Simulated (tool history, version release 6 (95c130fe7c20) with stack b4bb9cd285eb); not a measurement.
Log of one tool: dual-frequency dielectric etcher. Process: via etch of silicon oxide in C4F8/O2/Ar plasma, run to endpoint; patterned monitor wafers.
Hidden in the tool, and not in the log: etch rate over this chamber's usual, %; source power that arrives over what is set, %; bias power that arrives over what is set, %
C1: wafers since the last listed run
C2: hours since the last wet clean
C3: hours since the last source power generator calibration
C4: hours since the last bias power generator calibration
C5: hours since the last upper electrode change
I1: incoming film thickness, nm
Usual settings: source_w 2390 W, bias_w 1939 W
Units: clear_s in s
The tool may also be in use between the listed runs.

Run 1, day 0.000: usual settings but bias_w 2150 W; C1 0; C2 242.2; C3 3668.3; C4 2701.5; C5 2676.7; I1 1187.2. Result: clear_s 204.5 s.
Run 2, day 1.462: usual settings but bias_w 2150 W; C1 95; C2 277.3; C3 3703.4; C4 2736.6; C5 2711.8; I1 1173.2. Result: clear_s 201.9 s.
Run 3, day 2.558: usual settings but source_w 2080 W; C1 71; C2 303.6; C3 3729.7; C4 2762.9; C5 2738.1; I1 1170.5. Result: clear_s 221.4 s.
Run 4, day 5.442: usual settings; C1 188; C2 372.8; C3 3798.9; C4 2832.1; C5 2807.3; I1 1202.0. Result: clear_s 216.4 s.
Run 5, day 9.954: usual settings; C1 294; C2 481.1; C3 3907.2; C4 2940.4; C5 2915.6; I1 1177.0. Result: clear_s 213.7 s.
Run 6, day 12.071: usual settings; C1 138; C2 531.9; C3 3958.0; C4 2991.2; C5 2966.4; I1 1188.2. Result: clear_s 221.2 s.
At day 13.312: wet clean of the chamber.
Run 7, day 13.333: usual settings; C1 17; C2 0.5; C3 3988.3; C4 3021.5; C5 2996.7; I1 1187.4. Result: clear_s 206.3 s.
At day 14.700: upper electrode replaced.
Run 8, day 15.958: usual settings; C1 106; C2 63.5; C3 4051.3; C4 3084.5; C5 30.2; I1 1175.8. Result: clear_s 205.3 s.
Run 9, day 17.112: usual settings; C1 75; C2 91.2; C3 4079.0; C4 3112.2; C5 57.9; I1 1192.2. Result: clear_s 207.3 s.
Run 10, day 19.654: usual settings; C1 165; C2 152.2; C3 4140.0; C4 3173.2; C5 118.9; I1 1175.4. Result: clear_s 208.5 s.
Run 11, day 25.921: usual settings; C1 409; C2 302.6; C3 4290.4; C4 3323.6; C5 269.3; I1 1169.1. Result: clear_s 206.0 s.
Run 12, day 28.008: usual settings; C1 136; C2 352.7; C3 4340.5; C4 3373.7; C5 319.4; I1 1180.4. Result: clear_s 211.4 s.
At day 28.838: bias power generator calibrated.
At day 30.712: source power generator calibrated.
Run 13, day 30.767: usual settings; C1 158; C2 418.9; C3 1.3; C4 46.3; C5 385.6; I1 1177.0. Result: clear_s 214.9 s.
Run 14, day 31.962: usual settings; C1 78; C2 447.6; C3 30.0; C4 75.0; C5 414.3; I1 1183.4. Result: clear_s 212.2 s.
Run 15, day 33.338: usual settings but source_w 2880 W, bias_w 1614 W; C1 89; C2 480.6; C3 63.0; C4 108.0; C5 447.3; I1 1179.6. Result: clear_s 210.3 s.
Run 16, day 35.492: usual settings; C1 140; C2 532.3; C3 114.7; C4 159.7; C5 499.0; I1 1179.4. Result: clear_s 213.2 s.
At day 37.717: wet clean of the chamber.
Run 17, day 37.738: usual settings but source_w 2640 W, bias_w 1662 W; C1 81; C2 0.5; C3 168.6; C4 213.6; C5 552.9; I1 1192.3. Result: clear_s 208.4 s.
Run 18, day 39.929: usual settings but source_w 2100 W, bias_w 2268 W; C1 143; C2 53.1; C3 221.2; C4 266.2; C5 605.5; I1 1184.9. Result: clear_s 203.2 s.
Run 19, day 41.050: usual settings but source_w 2920 W, bias_w 1655 W; C1 73; C2 80.0; C3 248.1; C4 293.1; C5 632.4; I1 1186.2. Result: clear_s 202.7 s.
Run 20, day 42.429: usual settings but source_w 2910 W, bias_w 2208 W; C1 90; C2 113.1; C3 281.2; C4 326.2; C5 665.5; I1 1185.9. Result: clear_s 187.9 s.
Run 21, day 45.288: usual settings but source_w 2560 W, bias_w 1504 W; C1 186; C2 181.7; C3 349.8; C4 394.8; C5 734.1; I1 1187.1. Result: clear_s 223.7 s.
Run 22, day 48.112: usual settings but source_w 2690 W; C1 184; C2 249.5; C3 417.6; C4 462.6; C5 801.9; I1 1181.4. Result: clear_s 200.0 s.

Forecast each of these 5 alternatives for the next run:
Run A, day 48.133: usual settings; C1 1; C2 250.0; C3 418.1; C4 463.1; C5 802.4; I1 1182.3. Result: clear_s ?.
Run B, day 48.133: usual settings but source_w 2930 W, bias_w 1668 W; C1 1; C2 250.0; C3 418.1; C4 463.1; C5 802.4; I1 1182.3. Result: clear_s ?.
Run C, day 48.133: usual settings but source_w 2800 W, bias_w 2371 W; C1 1; C2 250.0; C3 418.1; C4 463.1; C5 802.4; I1 1182.3. Result: clear_s ?.
Run D, day 48.133: usual settings but source_w 2140 W; C1 1; C2 250.0; C3 418.1; C4 463.1; C5 802.4; I1 1182.3. Result: clear_s ?.
Run E, day 48.133: usual settings but bias_w 1681 W; C1 1; C2 250.0; C3 418.1; C4 463.1; C5 802.4; I1 1182.3. Result: clear_s ?.

run  clear_s
  A    212.3
  B    207.2
  C    188.6
  D    220.4
  E    222.0
Without the tool's hidden state the same runs would have given:
run  clear_s
  A    207.4
  B    202.4
  C    184.3
  D    215.3
  E    216.9

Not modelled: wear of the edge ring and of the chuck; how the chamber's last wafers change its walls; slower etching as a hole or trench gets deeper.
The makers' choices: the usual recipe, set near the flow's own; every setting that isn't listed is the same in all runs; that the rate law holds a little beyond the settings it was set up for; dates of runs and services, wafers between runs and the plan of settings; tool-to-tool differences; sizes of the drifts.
